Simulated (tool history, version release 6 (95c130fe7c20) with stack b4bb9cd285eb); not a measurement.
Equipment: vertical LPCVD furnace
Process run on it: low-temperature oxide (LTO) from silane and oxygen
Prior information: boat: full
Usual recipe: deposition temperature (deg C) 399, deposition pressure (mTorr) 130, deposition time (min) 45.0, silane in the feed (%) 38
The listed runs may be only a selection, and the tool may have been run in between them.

| run | hour | deposition temperature (deg C) | deposition pressure (mTorr) | deposition time (min) | silane in the feed (%) | read-back reference wafer on the same gauge, thickness | film thickness on the monitor wafer in the middle of the boat (Å) |
|---|---|---|---|---|---|---|---|
| 1 | 0.0 | 399 | 130 | 45.0 | 38 | 247.20 | 2148.1 |
| 2 | 13.2 | 399 | 130 | 45.0 | 38 | 247.05 | 2144.6 |
| 3 | 31.2 | 399 | 130 | 45.0 | 38 | 246.89 | 2136.6 |
| 4 | 45.9 | 402 | 130 | 45.0 | 38 | 247.10 | 2225.5 |
| 5 | 66.4 | 399 | 130 | 45.0 | 38 | 247.07 | 2145.9 |
| 6 | 95.5 | 399 | 130 | 45.0 | 38 | 247.13 | 2139.7 |
| 7 | 112.3 | 399 | 130 | 45.0 | 38 | 247.12 | 2149.2 |
| 8 | 132.7 | 399 | 130 | 45.0 | 38 | 246.88 | 2146.7 |
| 9 | 160.5 | 399 | 130 | 45.0 | 38 | 247.16 | 2146.2 |
| 10 | 174.0 | 399 | 130 | 45.0 | 38 | 246.70 | 2138.8 |
| 11 | 200.3 | 407 | 100 | 45.0 | 35 | 247.10 | 1626.6 |
|  | 225.8 | pressure gauge zeroed |
| 12 | 228.7 | 391 | 110 | 31.5 | 31 | 247.01 | 879.9 |
| 13 | 243.3 | 390 | 145 | 51.5 | 44 | 246.92 | 2941.6 |
| 14 | 269.7 | 410 | 160 | 57.0 | 32 | 246.80 | 3013.4 |
| 15 | 296.9 | 390 | 145 | 51.5 | 44 | 247.08 | 2949.4 |
| 16 | 323.9 | 405 | 130 | 57.0 | 38 | 246.97 | 2900.2 |
|  | 354.8 | gauge calibrated |
|  | 370.5 | silane flow controller replaced |
| 17 | 371.0 | 399 | 130 | 45.0 | 38 | 246.95 | 2139.2 |
| 18 | 376.0 | 405 | 130 | 35.0 | 42 | 247.24 | 2003.5 |
| 19 | 388.1 | 399 | 130 | 45.0 | 38 | 246.93 | 2143.1 |
| 20 | 402.7 | 399 | 130 | 45.0 | 38 | 247.05 | 2140.3 |
|  | 442.4 | thermocouples replaced and temperature profile calibrated |
| 21 | 442.9 | 399 | 130 | 45.0 | 38 | 247.16 | 2139.6 |
| 22 | 450.8 | 399 | 130 | 31.5 | 44 | 247.07 | 1783.7 |

For run 23, what comes out?
| 23 | 483.2 | 399 | 130 | 45.0 | 38 | ? | ? |

Run 23 gave read-back reference wafer on the same gauge, thickness 246.80, film thickness on the monitor wafer in the middle of the boat (Å) 2139.7.
Had the tool carried no hidden state, the very same run would have given film thickness on the monitor wafer in the middle of the boat (Å) 2139.7.

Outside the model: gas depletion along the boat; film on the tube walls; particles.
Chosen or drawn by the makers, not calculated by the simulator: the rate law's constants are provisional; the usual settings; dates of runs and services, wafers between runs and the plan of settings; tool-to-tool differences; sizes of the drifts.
